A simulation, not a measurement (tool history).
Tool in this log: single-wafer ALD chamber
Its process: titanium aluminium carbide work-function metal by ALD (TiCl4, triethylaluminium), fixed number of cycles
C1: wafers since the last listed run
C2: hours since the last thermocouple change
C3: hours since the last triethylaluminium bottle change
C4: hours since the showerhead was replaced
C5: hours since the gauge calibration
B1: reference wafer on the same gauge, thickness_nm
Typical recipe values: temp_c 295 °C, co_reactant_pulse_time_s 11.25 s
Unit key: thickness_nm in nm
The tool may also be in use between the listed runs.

{"run": 1, "hour": 0.0, "temp_c": 295, "co_reactant_pulse_time_s": 11.25, "C1": 0, "C2": 944.9, "C3": 1106.5, "C4": 3415.1, "C5": 541.2, "B1": 1.928, "thickness_nm": 1.761}
{"run": 2, "hour": 28.9, "temp_c": 299, "co_reactant_pulse_time_s": 11.25, "C1": 425, "C2": 973.8, "C3": 1135.4, "C4": 3444.0, "C5": 570.1, "B1": 1.929, "thickness_nm": 1.784}
{"run": 3, "hour": 50.8, "temp_c": 295, "co_reactant_pulse_time_s": 11.25, "C1": 322, "C2": 995.7, "C3": 1157.3, "C4": 3465.9, "C5": 592.0, "B1": 1.928, "thickness_nm": 1.754}
{"run": 4, "hour": 77.3, "temp_c": 295, "co_reactant_pulse_time_s": 11.25, "C1": 390, "C2": 1022.2, "C3": 1183.8, "C4": 3492.4, "C5": 618.5, "B1": 1.929, "thickness_nm": 1.772}
{"run": 5, "hour": 101.0, "temp_c": 295, "co_reactant_pulse_time_s": 10.28, "C1": 349, "C2": 1045.9, "C3": 1207.5, "C4": 3516.1, "C5": 642.2, "B1": 1.929, "thickness_nm": 1.751}
{"run": 6, "hour": 115.7, "temp_c": 300, "co_reactant_pulse_time_s": 9.62, "C1": 216, "C2": 1060.6, "C3": 1222.2, "C4": 3530.8, "C5": 656.9, "B1": 1.931, "thickness_nm": 1.766}
{"run": 7, "hour": 140.0, "temp_c": 295, "co_reactant_pulse_time_s": 11.25, "C1": 358, "C2": 1084.9, "C3": 1246.5, "C4": 3555.1, "C5": 681.2, "B1": 1.927, "thickness_nm": 1.769}
{"run": 8, "hour": 161.4, "temp_c": 295, "co_reactant_pulse_time_s": 12.46, "C1": 315, "C2": 1106.3, "C3": 1267.9, "C4": 3576.5, "C5": 702.6, "B1": 1.932, "thickness_nm": 1.763}
{"hour": 189.1, "done": "triethylaluminium bottle replaced"}
{"run": 9, "hour": 189.6, "temp_c": 295, "co_reactant_pulse_time_s": 12.46, "C1": 297, "C2": 1134.5, "C3": 0.5, "C4": 3604.7, "C5": 730.8, "B1": 1.933, "thickness_nm": 1.772}
{"run": 10, "hour": 205.9, "temp_c": 301, "co_reactant_pulse_time_s": 13.37, "C1": 240, "C2": 1150.8, "C3": 16.8, "C4": 3621.0, "C5": 747.1, "B1": 1.932, "thickness_nm": 1.814}
{"hour": 225.5, "done": "thermocouple changed; heater temperature recalibrated"}
{"run": 11, "hour": 227.7, "temp_c": 286, "co_reactant_pulse_time_s": 10.19, "C1": 203, "C2": 2.2, "C3": 38.6, "C4": 3642.8, "C5": 768.9, "B1": 1.934, "thickness_nm": 1.716}
{"run": 12, "hour": 249.0, "temp_c": 298, "co_reactant_pulse_time_s": 9.76, "C1": 313, "C2": 23.5, "C3": 59.9, "C4": 3664.1, "C5": 790.2, "B1": 1.929, "thickness_nm": 1.806}
{"run": 13, "hour": 273.4, "temp_c": 298, "co_reactant_pulse_time_s": 9.76, "C1": 359, "C2": 47.9, "C3": 84.3, "C4": 3688.5, "C5": 814.6, "B1": 1.93, "thickness_nm": 1.8}
{"run": 14, "hour": 288.4, "temp_c": 295, "co_reactant_pulse_time_s": 11.25, "C1": 221, "C2": 62.9, "C3": 99.3, "C4": 3703.5, "C5": 829.6, "B1": 1.928, "thickness_nm": 1.798}
{"run": 15, "hour": 309.2, "temp_c": 299, "co_reactant_pulse_time_s": 7.1, "C1": 306, "C2": 83.7, "C3": 120.1, "C4": 3724.3, "C5": 850.4, "B1": 1.93, "thickness_nm": 1.757}
{"run": 16, "hour": 385.6, "temp_c": 310, "co_reactant_pulse_time_s": 8.16, "C1": 1125, "C2": 160.1, "C3": 196.5, "C4": 3800.7, "C5": 926.8, "B1": 1.93, "thickness_nm": 1.834}
{"run": 17, "hour": 406.9, "temp_c": 303, "co_reactant_pulse_time_s": 11.25, "C1": 313, "C2": 181.4, "C3": 217.8, "C4": 3822.0, "C5": 948.1, "B1": 1.929, "thickness_nm": 1.835}
{"run": 18, "hour": 432.6, "temp_c": 289, "co_reactant_pulse_time_s": 9.97, "C1": 378, "C2": 207.1, "C3": 243.5, "C4": 3847.7, "C5": 973.8, "B1": 1.928, "thickness_nm": 1.722}
{"run": 19, "hour": 458.9, "temp_c": 295, "co_reactant_pulse_time_s": 12.65, "C1": 387, "C2": 233.4, "C3": 269.8, "C4": 3874.0, "C5": 1000.1, "B1": 1.927, "thickness_nm": 1.794}
{"run": 20, "hour": 488.0, "temp_c": 295, "co_reactant_pulse_time_s": 11.25, "C1": 428, "C2": 262.5, "C3": 298.9, "C4": 3903.1, "C5": 1029.2, "B1": 1.93, "thickness_nm": 1.768}
{"run": 21, "hour": 500.9, "temp_c": 306, "co_reactant_pulse_time_s": 13.14, "C1": 190, "C2": 275.4, "C3": 311.8, "C4": 3916.0, "C5": 1042.1, "B1": 1.931, "thickness_nm": 1.879}
{"run": 22, "hour": 527.6, "temp_c": 295, "co_reactant_pulse_time_s": 12.65, "C1": 393, "C2": 302.1, "C3": 338.5, "C4": 3942.7, "C5": 1068.8, "B1": 1.93, "thickness_nm": 1.789}
{"run": 23, "hour": 557.6, "temp_c": 309, "co_reactant_pulse_time_s": 9.13, "C1": 442, "C2": 332.1, "C3": 368.5, "C4": 3972.7, "C5": 1098.8, "B1": 1.929, "thickness_nm": 1.851}
{"hour": 571.5, "done": "showerhead replaced"}
{"run": 24, "hour": 583.7, "temp_c": 295, "co_reactant_pulse_time_s": 11.25, "C1": 266, "C2": 358.2, "C3": 394.6, "C4": 12.2, "C5": 1124.9, "B1": 1.93, "thickness_nm": 1.769}
{"hour": 592.2, "done": "gauge calibrated"}
{"run": 25, "hour": 608.0, "temp_c": 303, "co_reactant_pulse_time_s": 9.83, "C1": 358, "C2": 382.5, "C3": 418.9, "C4": 36.5, "C5": 15.8, "B1": 1.927, "thickness_nm": 1.813}
{"run": 26, "hour": 632.8, "temp_c": 295, "co_reactant_pulse_time_s": 9.09, "C1": 365, "C2": 407.3, "C3": 443.7, "C4": 61.3, "C5": 40.6, "B1": 1.933, "thickness_nm": 1.747}
{"run": 27, "hour": 648.6, "temp_c": 300, "co_reactant_pulse_time_s": 6.98, "C1": 232, "C2": 423.1, "C3": 459.5, "C4": 77.1, "C5": 56.4, "B1": 1.927, "thickness_nm": 1.741}
{"run": 28, "hour": 677.6, "temp_c": 305, "co_reactant_pulse_time_s": 7.18, "C1": 427, "C2": 452.1, "C3": 488.5, "C4": 106.1, "C5": 85.4, "B1": 1.93, "thickness_nm": 1.783}
{"run": 29, "hour": 698.0, "temp_c": 300, "co_reactant_pulse_time_s": 13.87, "C1": 300, "C2": 472.5, "C3": 508.9, "C4": 126.5, "C5": 105.8, "B1": 1.926, "thickness_nm": 1.831}
{"run": 30, "hour": 725.5, "temp_c": 295, "co_reactant_pulse_time_s": 11.25, "C1": 405, "C2": 500.0, "C3": 536.4, "C4": 154.0, "C5": 133.3, "B1": 1.927, "thickness_nm": 1.765}
{"run": 31, "hour": 738.3, "temp_c": 295, "co_reactant_pulse_time_s": 11.25, "C1": 188, "C2": 512.8, "C3": 549.2, "C4": 166.8, "C5": 146.1, "B1": 1.933, "thickness_nm": 1.767}
{"run": 32, "hour": 769.5, "temp_c": 295, "co_reactant_pulse_time_s": 15.2, "C1": 459, "C2": 544.0, "C3": 580.4, "C4": 198.0, "C5": 177.3, "B1": 1.93, "thickness_nm": 1.785}
{"run": 33, "hour": 782.7, "temp_c": 295, "co_reactant_pulse_time_s": 11.25, "C1": 194, "C2": 557.2, "C3": 593.6, "C4": 211.2, "C5": 190.5, "B1": 1.929, "thickness_nm": 1.769}

List, for all runs, the conditions of the tool that the log does not record:
triethylaluminium dose above that of a fresh bottle (%): 0 across all the runs
gauge reads high (%): 0 across all the runs
H1: wafer temperature above the value expected at the setpoint (K)
run=1 H1=-6.09
run=2 H1=-6.13
run=3 H1=-6.16
run=4 H1=-6.2
run=5 H1=-6.23
run=6 H1=-6.25
run=7 H1=-6.27
run=8 H1=-6.29
run=9 H1=-6.32
run=10 H1=-6.34
run=11 H1=-0.143
run=12 H1=-0.464
run=13 H1=-0.811
run=14 H1=-1.01
run=15 H1=-1.28
run=16 H1=-2.16
run=17 H1=-2.38
run=18 H1=-2.63
run=19 H1=-2.87
run=20 H1=-3.11
run=21 H1=-3.22
run=22 H1=-3.42
run=23 H1=-3.63
run=24 H1=-3.81
run=25 H1=-3.96
run=26 H1=-4.1
run=27 H1=-4.19
run=28 H1=-4.35
run=29 H1=-4.45
run=30 H1=-4.58
run=31 H1=-4.63
run=32 H1=-4.77
run=33 H1=-4.82
